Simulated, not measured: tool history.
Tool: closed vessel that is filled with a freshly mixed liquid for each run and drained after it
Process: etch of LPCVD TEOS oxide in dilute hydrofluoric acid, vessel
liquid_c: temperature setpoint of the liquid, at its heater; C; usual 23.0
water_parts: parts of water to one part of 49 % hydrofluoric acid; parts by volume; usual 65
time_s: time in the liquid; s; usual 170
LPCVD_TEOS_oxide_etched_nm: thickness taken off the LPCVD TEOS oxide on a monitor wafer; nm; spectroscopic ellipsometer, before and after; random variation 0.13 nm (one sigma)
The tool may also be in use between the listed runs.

| run | hour | liquid_c | water_parts | time_s | read-back film thickness of the LPCVD TEOS oxide reference wafer, read on the same gauge (nm) | LPCVD_TEOS_oxide_etched_nm |
|---|---|---|---|---|---|---|
| 1 | 0.0 | 23.0 | 45 | 170 | 120.00 | 67.05 |
| 2 | 10.7 | 23.0 | 45 | 170 | 120.01 | 66.73 |
| 3 | 20.9 | 23.0 | 45 | 170 | 119.98 | 67.51 |
| 4 | 28.2 | 19.5 | 65 | 100 | 119.98 | 23.05 |
| 5 | 43.7 | 19.5 | 65 | 100 | 120.02 | 23.11 |
| 6 | 59.6 | 19.5 | 65 | 100 | 120.00 | 23.33 |
| 7 | 70.9 | 20.0 | 65 | 170 | 120.02 | 40.23 |
| 8 | 86.2 | 20.0 | 65 | 170 | 120.01 | 40.42 |
| 9 | 92.3 | 20.0 | 65 | 170 | 119.99 | 40.41 |
|  | 92.5 | gauge calibrated |
| 10 | 104.3 | 23.0 | 65 | 170 | 120.02 | 45.40 |
|  | 105.5 | thermometer replaced |
| 11 | 112.1 | 23.0 | 45 | 170 | 120.02 | 60.01 |
| 12 | 128.1 | 20.5 | 95 | 135 | 120.02 | 19.24 |
| 13 | 143.1 | 23.0 | 40 | 75 | 120.03 | 30.17 |
|  | 152.7 | hydrofluoric acid flow meter replaced |
| 14 | 154.3 | 27.0 | 90 | 270 | 119.99 | 53.08 |
| 15 | 172.2 | 23.0 | 40 | 80 | 120.02 | 32.37 |
| 16 | 185.8 | 25.5 | 80 | 195 | 119.99 | 40.99 |
| 17 | 202.2 | 23.0 | 95 | 170 | 120.02 | 26.96 |
| 18 | 216.0 | 20.0 | 35 | 170 | 119.99 | 70.01 |
| 19 | 229.6 | 23.0 | 65 | 170 | 119.97 | 40.67 |
| 20 | 247.4 | 19.0 | 35 | 115 | 120.03 | 45.10 |
| 21 | 260.6 | 19.0 | 65 | 170 | 120.00 | 35.03 |

Forecast each of these 5 alternatives for the next run:
| A | 261.3 | 23.0 | 65 | 170 | ? | ? |
| B | 261.3 | 23.0 | 85 | 170 | ? | ? |
| C | 261.3 | 23.0 | 40 | 170 | ? | ? |
| D | 261.3 | 25.5 | 45 | 210 | ? | ? |
| E | 261.3 | 20.5 | 75 | 100 | ? | ? |

| run | read-back film thickness of the LPCVD TEOS oxide reference wafer, read on the same gauge (nm) | LPCVD_TEOS_oxide_etched_nm |
|---|---|---|
| A | 119.97 | 41.13 |
| B | 119.97 | 30.67 |
| C | 119.97 | 69.05 |
| D | 119.97 | 83.48 |
| E | 119.97 | 18.69 |
Without the tool's hidden state the same runs would have given:
| run | LPCVD_TEOS_oxide_etched_nm |
|---|---|
| A | 40.58 |
| B | 30.27 |
| C | 68.10 |
| D | 82.36 |
| E | 18.43 |
